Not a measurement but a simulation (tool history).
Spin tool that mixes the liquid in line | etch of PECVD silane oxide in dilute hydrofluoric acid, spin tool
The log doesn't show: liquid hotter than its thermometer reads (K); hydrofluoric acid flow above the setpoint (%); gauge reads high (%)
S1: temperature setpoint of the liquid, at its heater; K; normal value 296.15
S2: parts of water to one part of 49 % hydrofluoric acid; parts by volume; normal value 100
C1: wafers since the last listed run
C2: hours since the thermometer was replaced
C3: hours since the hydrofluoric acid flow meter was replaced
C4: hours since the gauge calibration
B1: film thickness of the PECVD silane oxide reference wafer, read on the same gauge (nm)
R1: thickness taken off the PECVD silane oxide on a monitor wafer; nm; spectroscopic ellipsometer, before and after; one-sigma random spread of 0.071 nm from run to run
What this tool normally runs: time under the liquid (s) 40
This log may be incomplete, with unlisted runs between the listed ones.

{"run": 1, "day": 0.0, "S1": 296.15, "S2": 100, "time under the liquid (s)": 40, "C1": 0, "C2": 529.1, "C3": 951.9, "C4": 1128.1, "B1": 100.02, "R1": 9.2}
{"run": 2, "day": 2.267, "S1": 297.65, "S2": 100, "time under the liquid (s)": 40, "C1": 925, "C2": 583.5, "C3": 1006.3, "C4": 1182.5, "B1": 100.03, "R1": 9.84}
{"run": 3, "day": 5.462, "S1": 297.65, "S2": 100, "time under the liquid (s)": 40, "C1": 1304, "C2": 660.2, "C3": 1083.0, "C4": 1259.2, "B1": 99.99, "R1": 9.86}
{"run": 4, "day": 7.55, "S1": 296.15, "S2": 100, "time under the liquid (s)": 40, "C1": 851, "C2": 710.3, "C3": 1133.1, "C4": 1309.3, "B1": 100.03, "R1": 9.38}
{"run": 5, "day": 10.575, "S1": 296.15, "S2": 100, "time under the liquid (s)": 40, "C1": 1234, "C2": 782.9, "C3": 1205.7, "C4": 1381.9, "B1": 100.0, "R1": 9.31}
{"run": 6, "day": 12.904, "S1": 296.15, "S2": 100, "time under the liquid (s)": 40, "C1": 950, "C2": 838.8, "C3": 1261.6, "C4": 1437.8, "B1": 99.98, "R1": 9.47}
{"run": 7, "day": 17.267, "S1": 296.15, "S2": 100, "time under the liquid (s)": 40, "C1": 1780, "C2": 943.5, "C3": 1366.3, "C4": 1542.5, "B1": 99.98, "R1": 9.3}
{"run": 8, "day": 19.588, "S1": 296.15, "S2": 100, "time under the liquid (s)": 40, "C1": 947, "C2": 999.2, "C3": 1422.0, "C4": 1598.2, "B1": 100.01, "R1": 9.39}
{"run": 9, "day": 22.629, "S1": 296.15, "S2": 100, "time under the liquid (s)": 40, "C1": 1241, "C2": 1072.2, "C3": 1495.0, "C4": 1671.2, "B1": 99.98, "R1": 9.53}
{"day": 23.062, "done": "thermometer replaced"}
{"run": 10, "day": 24.675, "S1": 296.15, "S2": 100, "time under the liquid (s)": 40, "C1": 817, "C2": 38.7, "C3": 1544.1, "C4": 1720.3, "B1": 99.97, "R1": 8.97}
{"run": 11, "day": 26.708, "S1": 296.15, "S2": 100, "time under the liquid (s)": 40, "C1": 829, "C2": 87.5, "C3": 1592.9, "C4": 1769.1, "B1": 99.99, "R1": 9.12}
{"run": 12, "day": 30.438, "S1": 296.15, "S2": 100, "time under the liquid (s)": 40, "C1": 1521, "C2": 177.0, "C3": 1682.4, "C4": 1858.6, "B1": 99.99, "R1": 9.03}
{"run": 13, "day": 34.508, "S1": 296.15, "S2": 100, "time under the liquid (s)": 40, "C1": 1661, "C2": 274.7, "C3": 1780.1, "C4": 1956.3, "B1": 100.01, "R1": 9.1}
{"run": 14, "day": 37.679, "S1": 300.15, "S2": 120, "time under the liquid (s)": 40, "C1": 1294, "C2": 350.8, "C3": 1856.2, "C4": 2032.4, "B1": 99.98, "R1": 8.65}
{"run": 15, "day": 42.012, "S1": 296.15, "S2": 55, "time under the liquid (s)": 40, "C1": 1768, "C2": 454.8, "C3": 1960.2, "C4": 2136.4, "B1": 100.01, "R1": 17.65}
{"run": 16, "day": 44.688, "S1": 294.65, "S2": 60, "time under the liquid (s)": 20, "C1": 1091, "C2": 519.0, "C3": 2024.4, "C4": 2200.6, "B1": 99.98, "R1": 7.48}
{"run": 17, "day": 46.971, "S1": 300.15, "S2": 55, "time under the liquid (s)": 55, "C1": 931, "C2": 573.8, "C3": 2079.2, "C4": 2255.4, "B1": 100.0, "R1": 28.4}
{"run": 18, "day": 48.942, "S1": 299.15, "S2": 120, "time under the liquid (s)": 55, "C1": 804, "C2": 621.1, "C3": 2126.5, "C4": 2302.7, "B1": 100.0, "R1": 11.55}
{"run": 19, "day": 53.362, "S1": 294.15, "S2": 85, "time under the liquid (s)": 35, "C1": 1804, "C2": 727.2, "C3": 2232.6, "C4": 2408.8, "B1": 99.98, "R1": 8.89}
{"day": 55.154, "done": "gauge calibrated"}
{"run": 20, "day": 57.767, "S1": 296.15, "S2": 100, "time under the liquid (s)": 40, "C1": 1797, "C2": 832.9, "C3": 2338.3, "C4": 62.7, "B1": 100.0, "R1": 9.25}
{"day": 62.858, "done": "hydrofluoric acid flow meter replaced"}
{"run": 21, "day": 64.612, "S1": 299.15, "S2": 115, "time under the liquid (s)": 25, "C1": 2776, "C2": 997.2, "C3": 42.1, "C4": 227.0, "B1": 99.99, "R1": 5.69}
{"run": 22, "day": 66.833, "S1": 296.15, "S2": 65, "time under the liquid (s)": 40, "C1": 906, "C2": 1050.5, "C3": 95.4, "C4": 280.3, "B1": 100.01, "R1": 15.13}
{"day": 69.425, "done": "thermometer replaced"}
{"run": 23, "day": 69.617, "S1": 299.15, "S2": 120, "time under the liquid (s)": 55, "C1": 1118, "C2": 4.6, "C3": 162.2, "C4": 347.1, "B1": 99.98, "R1": 11.31}
{"run": 24, "day": 72.579, "S1": 301.15, "S2": 60, "time under the liquid (s)": 40, "C1": 1209, "C2": 75.7, "C3": 233.3, "C4": 418.2, "B1": 100.01, "R1": 19.38}
{"run": 25, "day": 76.55, "S1": 300.15, "S2": 100, "time under the liquid (s)": 40, "C1": 1620, "C2": 171.0, "C3": 328.6, "C4": 513.5, "B1": 100.01, "R1": 10.7}
{"run": 26, "day": 78.558, "S1": 296.15, "S2": 100, "time under the liquid (s)": 40, "C1": 819, "C2": 219.2, "C3": 376.8, "C4": 561.7, "B1": 99.97, "R1": 9.25}
{"run": 27, "day": 81.75, "S1": 296.15, "S2": 100, "time under the liquid (s)": 40, "C1": 1302, "C2": 295.8, "C3": 453.4, "C4": 638.3, "B1": 100.01, "R1": 9.17}
{"run": 28, "day": 84.238, "S1": 293.15, "S2": 75, "time under the liquid (s)": 25, "C1": 1015, "C2": 355.5, "C3": 513.1, "C4": 698.0, "B1": 100.04, "R1": 6.98}
{"run": 29, "day": 88.017, "S1": 296.15, "S2": 100, "time under the liquid (s)": 30, "C1": 1542, "C2": 446.2, "C3": 603.8, "C4": 788.7, "B1": 100.01, "R1": 6.91}
{"run": 30, "day": 91.45, "S1": 296.15, "S2": 115, "time under the liquid (s)": 55, "C1": 1401, "C2": 528.6, "C3": 686.2, "C4": 871.1, "B1": 99.96, "R1": 10.81}
{"run": 31, "day": 93.138, "S1": 298.15, "S2": 75, "time under the liquid (s)": 40, "C1": 688, "C2": 569.1, "C3": 726.7, "C4": 911.6, "B1": 99.97, "R1": 13.67}
{"run": 32, "day": 96.5, "S1": 293.65, "S2": 80, "time under the liquid (s)": 55, "C1": 1372, "C2": 649.8, "C3": 807.4, "C4": 992.3, "B1": 100.0, "R1": 14.6}

Each row is a separate what-if for the run after 32, all from the same tool condition, not one after another. Results?
{"run": "A", "day": 96.517, "S1": 296.15, "S2": 60, "time under the liquid (s)": 40, "C1": 6, "C2": 650.2, "C3": 807.8, "C4": 992.7, "B1": "?", "R1": "?"}
{"run": "B", "day": 96.517, "S1": 296.15, "S2": 100, "time under the liquid (s)": 45, "C1": 6, "C2": 650.2, "C3": 807.8, "C4": 992.7, "B1": "?", "R1": "?"}
{"run": "C", "day": 96.517, "S1": 298.15, "S2": 100, "time under the liquid (s)": 55, "C1": 6, "C2": 650.2, "C3": 807.8, "C4": 992.7, "B1": "?", "R1": "?"}
{"run": "D", "day": 96.517, "S1": 296.15, "S2": 100, "time under the liquid (s)": 55, "C1": 6, "C2": 650.2, "C3": 807.8, "C4": 992.7, "B1": "?", "R1": "?"}
{"run": "E", "day": 96.517, "S1": 299.15, "S2": 100, "time under the liquid (s)": 40, "C1": 6, "C2": 650.2, "C3": 807.8, "C4": 992.7, "B1": "?", "R1": "?"}

run=A B1=100.00 R1=16.28
run=B B1=100.00 R1=10.45
run=C B1=100.00 R1=13.82
run=D B1=100.00 R1=12.77
run=E B1=100.00 R1=10.45
What these runs would have given with no unlogged condition in the tool:
run=A R1=15.81
run=B R1=10.16
run=C R1=13.44
run=D R1=12.42
run=E R1=10.16
